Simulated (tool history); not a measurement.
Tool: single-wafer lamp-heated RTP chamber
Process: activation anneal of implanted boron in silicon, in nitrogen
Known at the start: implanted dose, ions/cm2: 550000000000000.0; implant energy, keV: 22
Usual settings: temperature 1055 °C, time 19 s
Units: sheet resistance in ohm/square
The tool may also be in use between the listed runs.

| run | hour | temperature | time | read-back reference wafer on the same gauge, sheet resistance | sheet resistance |
|---|---|---|---|---|---|
| 1 | 0.0 | 1079 | 19 | 223.91 | 190.61 |
| 2 | 25.2 | 1079 | 19 | 223.95 | 190.81 |
| 3 | 49.9 | 1055 | 19 | 224.02 | 191.72 |
| 4 | 83.1 | 1055 | 19 | 224.04 | 192.12 |
| 5 | 135.7 | 1055 | 19 | 223.87 | 192.76 |
| 6 | 155.9 | 1055 | 19 | 224.08 | 191.96 |
| 7 | 181.9 | 1055 | 19 | 223.99 | 192.22 |
| 8 | 195.2 | 1055 | 19 | 224.05 | 192.59 |
| 9 | 219.0 | 1055 | 11 | 224.08 | 193.29 |
| 10 | 251.7 | 1046 | 19 | 224.12 | 192.63 |
| 11 | 274.6 | 1046 | 19 | 224.04 | 192.27 |
| 12 | 291.0 | 1072 | 19 | 224.11 | 191.41 |
| 13 | 327.0 | 1055 | 19 | 223.99 | 192.43 |
| 14 | 349.1 | 1069 | 19 | 223.83 | 191.58 |
| 15 | 364.7 | 1055 | 19 | 223.95 | 192.70 |
| 16 | 376.7 | 1055 | 19 | 223.97 | 192.74 |
|  | 395.6 | reflector plate cleaned |
| 17 | 396.3 | 1055 | 25 | 224.07 | 191.61 |
| 18 | 420.1 | 1027 | 16 | 224.03 | 195.07 |
|  | 430.8 | pyrometer window cleaned and pyrometer calibrated |
| 19 | 439.0 | 1029 | 12 | 223.99 | 195.69 |
| 20 | 467.1 | 1055 | 19 | 223.94 | 192.17 |

Forecast run 21:
| 21 | 486.6 | 1043 | 23 | ? | ? |

{"run 21": {"read-back reference wafer on the same gauge, sheet resistance": 224.01, "sheet resistance": 192.87}}
Without the tool's hidden state the same run would have given sheet resistance 192.87 ohm/square.
